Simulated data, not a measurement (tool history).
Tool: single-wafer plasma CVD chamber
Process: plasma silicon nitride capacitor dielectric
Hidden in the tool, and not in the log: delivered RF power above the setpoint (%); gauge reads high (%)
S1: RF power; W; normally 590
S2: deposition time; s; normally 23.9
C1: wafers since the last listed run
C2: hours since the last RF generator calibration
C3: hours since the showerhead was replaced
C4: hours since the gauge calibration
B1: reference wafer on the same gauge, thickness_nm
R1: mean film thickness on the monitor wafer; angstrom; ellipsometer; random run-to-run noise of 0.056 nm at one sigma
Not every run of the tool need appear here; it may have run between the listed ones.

{"run": 1, "hour": 0.0, "S1": 590, "S2": 23.9, "C1": 0, "C2": 2003.0, "C3": 3655.7, "C4": 60.1, "B1": 31.698, "R1": 374.71}
{"run": 2, "hour": 13.3, "S1": 590, "S2": 27.3, "C1": 274, "C2": 2016.3, "C3": 3669.0, "C4": 73.4, "B1": 31.706, "R1": 429.82}
{"run": 3, "hour": 30.1, "S1": 645, "S2": 22.8, "C1": 346, "C2": 2033.1, "C3": 3685.8, "C4": 90.2, "B1": 31.698, "R1": 366.24}
{"run": 4, "hour": 39.0, "S1": 645, "S2": 22.8, "C1": 183, "C2": 2042.0, "C3": 3694.7, "C4": 99.1, "B1": 31.7, "R1": 364.74}
{"run": 5, "hour": 49.3, "S1": 645, "S2": 22.8, "C1": 212, "C2": 2052.3, "C3": 3705.0, "C4": 109.4, "B1": 31.699, "R1": 365.58}
{"run": 6, "hour": 57.5, "S1": 590, "S2": 23.9, "C1": 169, "C2": 2060.5, "C3": 3713.2, "C4": 117.6, "B1": 31.695, "R1": 375.1}
{"run": 7, "hour": 67.4, "S1": 590, "S2": 23.9, "C1": 204, "C2": 2070.4, "C3": 3723.1, "C4": 127.5, "B1": 31.699, "R1": 375.29}
{"hour": 68.3, "done": "gauge calibrated"}
{"hour": 77.0, "done": "RF generator calibrated"}
{"run": 8, "hour": 83.5, "S1": 590, "S2": 23.9, "C1": 167, "C2": 6.5, "C3": 3739.2, "C4": 15.2, "B1": 31.704, "R1": 373.87}
{"run": 9, "hour": 100.1, "S1": 590, "S2": 23.9, "C1": 342, "C2": 23.1, "C3": 3755.8, "C4": 31.8, "B1": 31.694, "R1": 375.58}
{"run": 10, "hour": 114.9, "S1": 590, "S2": 26.1, "C1": 305, "C2": 37.9, "C3": 3770.6, "C4": 46.6, "B1": 31.699, "R1": 409.61}
{"hour": 124.8, "done": "showerhead replaced"}
{"run": 11, "hour": 126.5, "S1": 635, "S2": 23.9, "C1": 74, "C2": 49.5, "C3": 1.7, "C4": 58.2, "B1": 31.705, "R1": 382.3}
{"run": 12, "hour": 139.0, "S1": 590, "S2": 23.9, "C1": 257, "C2": 62.0, "C3": 14.2, "C4": 70.7, "B1": 31.697, "R1": 375.62}
{"run": 13, "hour": 152.4, "S1": 590, "S2": 28.6, "C1": 276, "C2": 75.4, "C3": 27.6, "C4": 84.1, "B1": 31.699, "R1": 449.72}
{"run": 14, "hour": 159.2, "S1": 560, "S2": 28.1, "C1": 140, "C2": 82.2, "C3": 34.4, "C4": 90.9, "B1": 31.707, "R1": 436.09}
{"run": 15, "hour": 166.4, "S1": 530, "S2": 20.0, "C1": 148, "C2": 89.4, "C3": 41.6, "C4": 98.1, "B1": 31.702, "R1": 305.51}
{"run": 16, "hour": 174.7, "S1": 705, "S2": 28.4, "C1": 171, "C2": 97.7, "C3": 49.9, "C4": 106.4, "B1": 31.695, "R1": 467.1}
{"run": 17, "hour": 189.9, "S1": 635, "S2": 23.9, "C1": 313, "C2": 112.9, "C3": 65.1, "C4": 121.6, "B1": 31.71, "R1": 381.48}

3 options for the next run, each taken on its own from the tool as it stands now. Forecast them:
{"run": "A", "hour": 190.3, "S1": 590, "S2": 23.9, "C1": 8, "C2": 113.3, "C3": 65.5, "C4": 122.0, "B1": "?", "R1": "?"}
{"run": "B", "hour": 190.3, "S1": 520, "S2": 19.6, "C1": 8, "C2": 113.3, "C3": 65.5, "C4": 122.0, "B1": "?", "R1": "?"}
{"run": "C", "hour": 190.3, "S1": 545, "S2": 20.1, "C1": 8, "C2": 113.3, "C3": 65.5, "C4": 122.0, "B1": "?", "R1": "?"}

run=A B1=31.699 R1=375.78
run=B B1=31.699 R1=298.68
run=C B1=31.699 R1=309.86
What these runs would have given with no unlogged condition in the tool:
run=A R1=375.78
run=B R1=298.68
run=C R1=309.86
